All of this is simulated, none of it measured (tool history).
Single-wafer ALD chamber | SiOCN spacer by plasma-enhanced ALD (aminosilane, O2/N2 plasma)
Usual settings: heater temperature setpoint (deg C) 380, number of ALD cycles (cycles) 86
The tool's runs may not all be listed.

run     day  heater temperature setpoint (deg C)  number of ALD cycles (cycles)  wafers since the last listed run  hours since the last thermocouple change  hours since the gauge calibration  read-back reference wafer on the same gauge, thickness_nm  mean film thickness on the monitor wafer (angstrom)
  1       0                                  380                             75                                 0                                     752.9                              905.6                                                       4.71                                                42.41
  2   1.442                                  370                             82                                88                                     787.5                              940.2                                                      4.713                                                46.26
  3   2.467                                  370                             82                                63                                     812.1                              964.8                                                      4.711                                                46.22
  4    4.25                                  370                             82                               109                                     854.9                             1007.6                                                      4.709                                                46.48
  5   5.317                                  380                             94                                65                                     880.5                             1033.2                                                       4.71                                                52.84
  6   7.017                                  380                             86                               104                                     921.3                               1074                                                       4.71                                                48.42
      9.312  -- gauge calibrated
  7   9.896                                  380                             86                               176                                     990.4                                 14                                                       4.71                                                48.57
  8    11.7                                  372                             86                               110                                    1033.7                               57.3                                                       4.71                                                 48.8
  9  13.038                                  380                             86                                82                                    1065.8                               89.4                                                      4.713                                                48.79
 10  17.442                                  380                             86                               270                                    1171.5                              195.1                                                       4.71                                                48.67
 11  20.096                                  380                             86                               163                                    1235.2                              258.8                                                      4.712                                                48.57
 12  26.979                                  380                             86                               423                                    1400.4                                424                                                      4.711                                                48.67
 13  29.133                                  380                             86                               132                                    1452.1                              475.7                                                      4.709                                                48.56
 14  30.554                                  380                             86                                87                                    1486.2                              509.8                                                      4.709                                                48.56
 15  33.525                                  387                             86                               182                                    1557.5                              581.1                                                      4.711                                                48.68
 16  36.021                                  387                             86                               153                                    1617.4                                641                                                      4.708                                                48.47
 17   38.05                                  387                             86                               124                                    1666.1                              689.7                                                       4.71                                                48.44
 18  39.112                                  389                             96                                65                                    1691.6                              715.2                                                       4.71                                                54.07
 19  42.062                                  389                             96                               181                                    1762.4                                786                                                      4.709                                                54.15
 20  44.867                                  376                             76                               172                                    1829.7                              853.3                                                      4.711                                                42.82
      45.75  -- thermocouple changed; heater temperature recalibrated
 21  46.183                                  390                             80                                60                                      10.4                              884.9                                                      4.708                                                45.15
 22  47.579                                  365                            100                                85                                      43.9                              918.4                                                      4.711                                                56.54
 23  49.671                                  391                             72                               128                                      94.1                              968.6                                                       4.71                                                40.74
 24  52.438                                  393                             96                               170                                     160.5                               1035                                                      4.709                                                54.33
 25  53.725                                  380                             82                                79                                     191.4                             1065.9                                                      4.708                                                46.37
 26  55.512                                  388                            102                               109                                     234.3                             1108.8                                                      4.709                                                57.37
 27  57.842                                  387                             86                               143                                     290.2                             1164.7                                                       4.71                                                48.82
 28  60.167                                  380                             86                               142                                       346                             1220.5                                                       4.71                                                48.57
     61.454  -- gauge calibrated
 29  61.971                                  394                             79                               110                                     389.3                               12.4                                                      4.711                                                44.42
 30  63.988                                  380                             86                               123                                     437.7                               60.8                                                      4.712                                                48.52
 31  65.942                                  368                            100                               120                                     484.6                              107.7                                                      4.711                                                56.28
 32    68.8                                  385                            102                               175                                     553.2                              176.3                                                      4.711                                                57.48
 33  70.858                                  380                             86                               126                                     602.6                              225.7                                                       4.71                                                48.72
 34  73.458                                  392                             99                               159                                       665                              288.1                                                       4.71                                                 55.9
 35  74.558                                  389                             77                                67                                     691.4                              314.5                                                       4.71                                                43.61
 36  75.871                                  390                            101                                80                                     722.9                                346                                                      4.711                                                56.82
 37  78.279                                  375                             86                               148                                     780.7                              403.8                                                      4.708                                                48.52
 38  79.496                                  368                             99                                74                                     809.9                                433                                                      4.709                                                55.78
 39  82.058                                  395                             78                               157                                     871.4                              494.5                                                      4.708                                                43.87

Forecast each of these 4 alternatives for the next run:
  A  82.083                                  390                             86                                 1                                       872                              495.1                                                          ?                                                    ?
  B  82.083                                  380                             93                                 1                                       872                              495.1                                                          ?                                                    ?
  C  82.083                                  370                            102                                 1                                       872                              495.1                                                          ?                                                    ?
  D  82.083                                  366                            100                                 1                                       872                              495.1                                                          ?                                                    ?

run  read-back reference wafer on the same gauge, thickness_nm  mean film thickness on the monitor wafer (angstrom)
  A                                                      4.711                                                 48.5
  B                                                      4.711                                                52.45
  C                                                      4.711                                                57.53
  D                                                      4.711                                                 56.4
Without the tool's hidden state the same runs would have given:
run  mean film thickness on the monitor wafer (angstrom)
  A                                                 48.5
  B                                                52.45
  C                                                57.53
  D                                                 56.4
